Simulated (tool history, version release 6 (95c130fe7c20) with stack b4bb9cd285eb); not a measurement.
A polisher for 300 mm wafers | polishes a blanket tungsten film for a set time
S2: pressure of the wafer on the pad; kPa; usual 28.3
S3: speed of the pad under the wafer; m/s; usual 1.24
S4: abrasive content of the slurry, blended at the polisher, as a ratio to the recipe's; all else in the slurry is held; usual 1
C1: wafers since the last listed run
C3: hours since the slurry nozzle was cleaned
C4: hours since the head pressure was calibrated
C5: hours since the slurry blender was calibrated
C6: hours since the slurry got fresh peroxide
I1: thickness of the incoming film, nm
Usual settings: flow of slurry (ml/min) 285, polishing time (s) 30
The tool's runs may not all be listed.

{"run": 1, "day": 0.0, "flow of slurry (ml/min)": 285, "S2": 28.3, "S3": 1.24, "S4": 1, "polishing time (s)": 32, "C1": 0, "wafers polished on this pad": 1742, "C3": 389.2, "C4": 789.6, "C5": 140.7, "C6": 265.4, "I1": 727.3, "film removed (Å)": 2138}
{"run": 2, "day": 2.662, "flow of slurry (ml/min)": 285, "S2": 28.3, "S3": 1.24, "S4": 1, "polishing time (s)": 28, "C1": 464, "wafers polished on this pad": 2206, "C3": 453.1, "C4": 853.5, "C5": 204.6, "C6": 329.3, "I1": 723.7, "film removed (Å)": 1960}
{"day": 3.538, "done": "slurry tank refilled with fresh slurry and peroxide"}
{"run": 3, "day": 5.158, "flow of slurry (ml/min)": 285, "S2": 28.3, "S3": 1.24, "S4": 1, "polishing time (s)": 28, "C1": 427, "wafers polished on this pad": 2634, "C3": 513, "C4": 913.4, "C5": 264.5, "C6": 38.9, "I1": 710.5, "film removed (Å)": 1908}
{"day": 7.246, "done": "worn pad replaced by a new one"}
{"run": 4, "day": 7.771, "flow of slurry (ml/min)": 285, "S2": 28.3, "S3": 1.24, "S4": 1, "polishing time (s)": 28, "C1": 426, "wafers polished on this pad": 91, "C3": 575.7, "C4": 976.1, "C5": 327.2, "C6": 101.6, "I1": 713.6, "film removed (Å)": 1917}
{"run": 5, "day": 9.083, "flow of slurry (ml/min)": 285, "S2": 28.3, "S3": 1.24, "S4": 1, "polishing time (s)": 30, "C1": 228, "wafers polished on this pad": 320, "C3": 607.2, "C4": 1007.6, "C5": 358.7, "C6": 133.1, "I1": 734.5, "film removed (Å)": 2024}
{"day": 9.492, "done": "head pressure recalibrated"}
{"run": 6, "day": 10.858, "flow of slurry (ml/min)": 285, "S2": 28.3, "S3": 1.24, "S4": 1, "polishing time (s)": 30, "C1": 294, "wafers polished on this pad": 615, "C3": 649.8, "C4": 32.8, "C5": 401.3, "C6": 175.7, "I1": 729.9, "film removed (Å)": 2072}
{"day": 11.354, "done": "slurry blender recalibrated"}
{"run": 7, "day": 12.046, "flow of slurry (ml/min)": 285, "S2": 22.8, "S3": 0.92, "S4": 1, "polishing time (s)": 20, "C1": 192, "wafers polished on this pad": 807, "C3": 678.3, "C4": 61.3, "C5": 16.6, "C6": 204.2, "I1": 712, "film removed (Å)": 840}
{"run": 8, "day": 13.433, "flow of slurry (ml/min)": 285, "S2": 28.3, "S3": 1.24, "S4": 1, "polishing time (s)": 30, "C1": 241, "wafers polished on this pad": 1049, "C3": 711.6, "C4": 94.6, "C5": 49.9, "C6": 237.5, "I1": 720.2, "film removed (Å)": 2069}
{"run": 9, "day": 15.138, "flow of slurry (ml/min)": 285, "S2": 28.3, "S3": 1.24, "S4": 1.2, "polishing time (s)": 30, "C1": 297, "wafers polished on this pad": 1346, "C3": 752.5, "C4": 135.5, "C5": 90.8, "C6": 278.4, "I1": 720.5, "film removed (Å)": 2157}
{"run": 10, "day": 17.083, "flow of slurry (ml/min)": 230, "S2": 28.3, "S3": 1.24, "S4": 0.75, "polishing time (s)": 30, "C1": 339, "wafers polished on this pad": 1685, "C3": 799.2, "C4": 182.2, "C5": 137.5, "C6": 325.1, "I1": 717.4, "film removed (Å)": 1876}
{"run": 11, "day": 19.146, "flow of slurry (ml/min)": 285, "S2": 24.8, "S3": 1.24, "S4": 1, "polishing time (s)": 26, "C1": 359, "wafers polished on this pad": 2044, "C3": 848.7, "C4": 231.7, "C5": 187, "C6": 374.6, "I1": 715.9, "film removed (Å)": 1581}
{"day": 19.592, "done": "slurry nozzle cleaned"}
{"run": 12, "day": 21.4, "flow of slurry (ml/min)": 285, "S2": 35.9, "S3": 1.02, "S4": 1, "polishing time (s)": 30, "C1": 385, "wafers polished on this pad": 2430, "C3": 43.4, "C4": 285.8, "C5": 241.1, "C6": 428.7, "I1": 724.7, "film removed (Å)": 2085}
{"day": 22.779, "done": "slurry tank refilled with fresh slurry and peroxide"}
{"run": 13, "day": 23.221, "flow of slurry (ml/min)": 285, "S2": 28.3, "S3": 1.24, "S4": 1, "polishing time (s)": 38, "C1": 310, "wafers polished on this pad": 2740, "C3": 87.1, "C4": 329.5, "C5": 284.8, "C6": 10.6, "I1": 712.1, "film removed (Å)": 2626}
{"day": 25.329, "done": "worn pad replaced by a new one"}
{"run": 14, "day": 25.933, "flow of slurry (ml/min)": 315, "S2": 28.3, "S3": 1.24, "S4": 1, "polishing time (s)": 30, "C1": 443, "wafers polished on this pad": 105, "C3": 152.2, "C4": 394.6, "C5": 349.9, "C6": 75.7, "I1": 730.7, "film removed (Å)": 2041}
{"run": 15, "day": 28.292, "flow of slurry (ml/min)": 285, "S2": 20.7, "S3": 1.38, "S4": 1, "polishing time (s)": 30, "C1": 411, "wafers polished on this pad": 516, "C3": 208.8, "C4": 451.2, "C5": 406.5, "C6": 132.3, "I1": 723.6, "film removed (Å)": 1767}
{"day": 28.617, "done": "slurry blender recalibrated"}
{"run": 16, "day": 29.454, "flow of slurry (ml/min)": 285, "S2": 28.3, "S3": 1.54, "S4": 1.1, "polishing time (s)": 30, "C1": 188, "wafers polished on this pad": 704, "C3": 236.7, "C4": 479.1, "C5": 20.1, "C6": 160.2, "I1": 722.7, "film removed (Å)": 2627}
{"run": 17, "day": 32.008, "flow of slurry (ml/min)": 230, "S2": 28.3, "S3": 1.24, "S4": 0.75, "polishing time (s)": 30, "C1": 445, "wafers polished on this pad": 1149, "C3": 298, "C4": 540.4, "C5": 81.4, "C6": 221.5, "I1": 722.1, "film removed (Å)": 1853}
{"run": 18, "day": 34.638, "flow of slurry (ml/min)": 285, "S2": 28.3, "S3": 1.24, "S4": 1, "polishing time (s)": 32, "C1": 458, "wafers polished on this pad": 1607, "C3": 361.1, "C4": 603.5, "C5": 144.5, "C6": 284.6, "I1": 708.5, "film removed (Å)": 2179}
{"run": 19, "day": 36.279, "flow of slurry (ml/min)": 285, "S2": 28.3, "S3": 1.24, "S4": 1, "polishing time (s)": 30, "C1": 286, "wafers polished on this pad": 1893, "C3": 400.5, "C4": 642.9, "C5": 183.9, "C6": 324, "I1": 723.6, "film removed (Å)": 2037}
{"run": 20, "day": 37.538, "flow of slurry (ml/min)": 315, "S2": 28.3, "S3": 1.54, "S4": 1, "polishing time (s)": 30, "C1": 219, "wafers polished on this pad": 2113, "C3": 430.7, "C4": 673.1, "C5": 214.1, "C6": 354.2, "I1": 704, "film removed (Å)": 2569}
{"run": 21, "day": 39.225, "flow of slurry (ml/min)": 285, "S2": 18.6, "S3": 1.24, "S4": 0.75, "polishing time (s)": 23, "C1": 294, "wafers polished on this pad": 2407, "C3": 471.2, "C4": 713.6, "C5": 254.6, "C6": 394.7, "I1": 718.2, "film removed (Å)": 1029}
{"day": 39.396, "done": "slurry tank refilled with fresh slurry and peroxide"}
{"run": 22, "day": 41.3, "flow of slurry (ml/min)": 285, "S2": 28.3, "S3": 1.24, "S4": 1, "polishing time (s)": 30, "C1": 354, "wafers polished on this pad": 2761, "C3": 521, "C4": 763.4, "C5": 304.4, "C6": 45.7, "I1": 713.7, "film removed (Å)": 2075}
{"run": 23, "day": 42.596, "flow of slurry (ml/min)": 285, "S2": 28.3, "S3": 1.24, "S4": 1, "polishing time (s)": 30, "C1": 225, "wafers polished on this pad": 2987, "C3": 552.1, "C4": 794.5, "C5": 335.5, "C6": 76.8, "I1": 714, "film removed (Å)": 2081}
{"day": 42.85, "done": "worn pad replaced by a new one"}
{"run": 24, "day": 45.058, "flow of slurry (ml/min)": 285, "S2": 28.3, "S3": 1.24, "S4": 0.7, "polishing time (s)": 30, "C1": 400, "wafers polished on this pad": 385, "C3": 611.2, "C4": 853.6, "C5": 394.6, "C6": 135.9, "I1": 717.9, "film removed (Å)": 1917}
{"day": 47.854, "done": "slurry blender recalibrated"}
{"run": 25, "day": 47.988, "flow of slurry (ml/min)": 285, "S2": 18.6, "S3": 0.82, "S4": 1, "polishing time (s)": 30, "C1": 495, "wafers polished on this pad": 881, "C3": 681.5, "C4": 923.9, "C5": 3.2, "C6": 206.2, "I1": 714.4, "film removed (Å)": 955}
{"run": 26, "day": 49.996, "flow of slurry (ml/min)": 370, "S2": 28.3, "S3": 1.24, "S4": 1, "polishing time (s)": 37, "C1": 350, "wafers polished on this pad": 1231, "C3": 729.7, "C4": 972.1, "C5": 51.4, "C6": 254.4, "I1": 713.9, "film removed (Å)": 2595}

Forecast each of these 4 alternatives for the next run:
{"run": "A", "day": 50.012, "flow of slurry (ml/min)": 285, "S2": 28.3, "S3": 1.24, "S4": 1, "polishing time (s)": 36, "C1": 2, "wafers polished on this pad": 1234, "C3": 730.1, "C4": 972.5, "C5": 51.8, "C6": 254.8, "I1": 720.1, "film removed (Å)": "?"}
{"run": "B", "day": 50.012, "flow of slurry (ml/min)": 365, "S2": 37.2, "S3": 1.12, "S4": 0.85, "polishing time (s)": 30, "C1": 2, "wafers polished on this pad": 1234, "C3": 730.1, "C4": 972.5, "C5": 51.8, "C6": 254.8, "I1": 720.1, "film removed (Å)": "?"}
{"run": "C", "day": 50.012, "flow of slurry (ml/min)": 255, "S2": 21.4, "S3": 1.24, "S4": 1, "polishing time (s)": 34, "C1": 2, "wafers polished on this pad": 1234, "C3": 730.1, "C4": 972.5, "C5": 51.8, "C6": 254.8, "I1": 720.1, "film removed (Å)": "?"}
{"run": "D", "day": 50.012, "flow of slurry (ml/min)": 285, "S2": 28.3, "S3": 1.24, "S4": 1, "polishing time (s)": 26, "C1": 2, "wafers polished on this pad": 1234, "C3": 730.1, "C4": 972.5, "C5": 51.8, "C6": 254.8, "I1": 720.1, "film removed (Å)": "?"}

run=A film_removed_(Å)=2426
run=B film_removed_(Å)=2303
run=C film_removed_(Å)=1770
run=D film_removed_(Å)=1752
Without the tool's hidden state the same runs would have given:
run=A film_removed_(Å)=2426
run=B film_removed_(Å)=2303
run=C film_removed_(Å)=1770
run=D film_removed_(Å)=1752
